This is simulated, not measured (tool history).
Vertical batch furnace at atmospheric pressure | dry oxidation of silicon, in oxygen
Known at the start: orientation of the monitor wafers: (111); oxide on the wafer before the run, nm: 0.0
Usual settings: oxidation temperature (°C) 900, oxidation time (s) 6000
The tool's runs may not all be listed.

run,day,oxidation temperature (°C),oxidation time (s),"read-back reference wafer on the same gauge, thickness",oxide thickness on the monitor wafer (angstrom)
1,0.000,888,6000,45.58,379.5
2,1.400,888,6000,45.58,382.1
3,2.238,888,6000,45.58,379.5
4,3.542,900,6000,45.57,429.5
5,4.438,900,6000,45.62,429.8
6,5.921,900,6000,45.55,433.1
7,6.908,900,6000,45.58,430.4
8,7.621,900,5100,45.62,386.3
9,8.438,882,6000,45.61,358.5
10,9.804,882,6000,45.70,361.7
11,10.892,900,6000,45.59,435.7
12,11.504,889,3240,45.65,253.5
13,12.425,921,4230,45.62,422.5
14,13.917,900,6000,45.60,435.5
15,15.058,877,4500,45.57,281.1
16,17.267,900,6000,45.57,421.5
17,17.762,900,6000,45.59,422.7
18,18.808,900,6000,45.63,423.1
19,20.179,923,7710,45.58,633.0
20,24.546,891,6960,45.59,431.8
21,25.933,922,8280,45.64,659.8
22,26.929,900,3960,45.60,316.7

Taken out of this log: 3 entries between the listed runs. Where each belongs, and how the hidden state differs across it:
Between runs 13 and 14: boat lift adjusted (day 13.896)
  true tube temperature minus thermocouple reading, K: 3.42 -> 3.57
  measured less the result without the state, oxide thickness on the monitor wafer (angstrom): +13.6 -> +15.5
Between runs 14 and 15: gauge calibrated (day 14.421)
  true tube temperature minus thermocouple reading, K: 3.57 -> 3.69
  measured less the result without the state, oxide thickness on the monitor wafer (angstrom): +15.5 -> +10.8
Between runs 15 and 16: thermocouples replaced and temperature profile calibrated (day 17.246)
  true tube temperature minus thermocouple reading, K: 3.69 -> 0.827
  measured less the result without the state, oxide thickness on the monitor wafer (angstrom): +10.8 -> +3.6
